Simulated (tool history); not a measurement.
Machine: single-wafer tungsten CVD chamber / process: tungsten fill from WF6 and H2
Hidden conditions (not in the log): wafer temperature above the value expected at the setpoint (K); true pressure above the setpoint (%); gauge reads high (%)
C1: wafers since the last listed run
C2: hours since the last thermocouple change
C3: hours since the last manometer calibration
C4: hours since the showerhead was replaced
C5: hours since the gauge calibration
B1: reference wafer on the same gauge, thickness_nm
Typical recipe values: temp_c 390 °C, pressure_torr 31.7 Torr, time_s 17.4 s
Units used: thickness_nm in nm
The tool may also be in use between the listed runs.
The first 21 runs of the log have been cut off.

{"run": 22, "hour": 1556.0, "temp_c": 390, "pressure_torr": 31.7, "time_s": 17.4, "C1": 2666, "C2": 654.7, "C3": 1198.1, "C4": 495.3, "C5": 816.1, "B1": 47.428, "thickness_nm": 47.82}
{"run": 23, "hour": 1651.1, "temp_c": 390, "pressure_torr": 31.7, "time_s": 17.4, "C1": 2622, "C2": 749.8, "C3": 1293.2, "C4": 590.4, "C5": 911.2, "B1": 47.374, "thickness_nm": 47.975}
{"run": 24, "hour": 1706.0, "temp_c": 378, "pressure_torr": 37.6, "time_s": 15.8, "C1": 1513, "C2": 804.7, "C3": 1348.1, "C4": 645.3, "C5": 966.1, "B1": 47.461, "thickness_nm": 37.052}
{"run": 25, "hour": 1752.6, "temp_c": 390, "pressure_torr": 31.7, "time_s": 17.4, "C1": 1284, "C2": 851.3, "C3": 1394.7, "C4": 691.9, "C5": 1012.7, "B1": 47.368, "thickness_nm": 48.093}
{"run": 26, "hour": 1849.8, "temp_c": 390, "pressure_torr": 27.8, "time_s": 17.4, "C1": 2680, "C2": 948.5, "C3": 1491.9, "C4": 789.1, "C5": 1109.9, "B1": 47.436, "thickness_nm": 45.146}
{"run": 27, "hour": 2087.6, "temp_c": 384, "pressure_torr": 27.8, "time_s": 17.4, "C1": 6556, "C2": 1186.3, "C3": 1729.7, "C4": 1026.9, "C5": 1347.7, "B1": 47.388, "thickness_nm": 40.205}
{"run": 28, "hour": 2184.4, "temp_c": 394, "pressure_torr": 31.7, "time_s": 17.4, "C1": 2668, "C2": 1283.1, "C3": 1826.5, "C4": 1123.7, "C5": 1444.5, "B1": 47.444, "thickness_nm": 51.9}
{"run": 29, "hour": 2252.1, "temp_c": 380, "pressure_torr": 37.1, "time_s": 14.3, "C1": 1866, "C2": 1350.8, "C3": 1894.2, "C4": 1191.4, "C5": 1512.2, "B1": 47.412, "thickness_nm": 34.741}
{"run": 30, "hour": 2318.6, "temp_c": 396, "pressure_torr": 26.9, "time_s": 20.5, "C1": 1833, "C2": 1417.3, "C3": 1960.7, "C4": 1257.9, "C5": 1578.7, "B1": 47.407, "thickness_nm": 59.219}
{"run": 31, "hour": 2354.7, "temp_c": 390, "pressure_torr": 31.7, "time_s": 17.4, "C1": 995, "C2": 1453.4, "C3": 1996.8, "C4": 1294.0, "C5": 1614.8, "B1": 47.419, "thickness_nm": 47.976}
{"run": 32, "hour": 2422.0, "temp_c": 390, "pressure_torr": 31.7, "time_s": 16.3, "C1": 1855, "C2": 1520.7, "C3": 2064.1, "C4": 1361.3, "C5": 1682.1, "B1": 47.434, "thickness_nm": 45.191}
{"run": 33, "hour": 2508.8, "temp_c": 397, "pressure_torr": 31.7, "time_s": 19.7, "C1": 2393, "C2": 1607.5, "C3": 2150.9, "C4": 1448.1, "C5": 1768.9, "B1": 47.394, "thickness_nm": 62.255}

The next listed run, before its measurement:
{"run": 34, "hour": 2610.5, "temp_c": 401, "pressure_torr": 27.6, "time_s": 16.4, "C1": 2804, "C2": 1709.2, "C3": 2252.6, "C4": 1549.8, "C5": 1870.6, "B1": "?", "thickness_nm": "?"}

Run 34 produced B1 47.391, thickness_nm 52.353 nm.
With no hidden state in the tool, this same run would have given thickness_nm 51.676 nm.
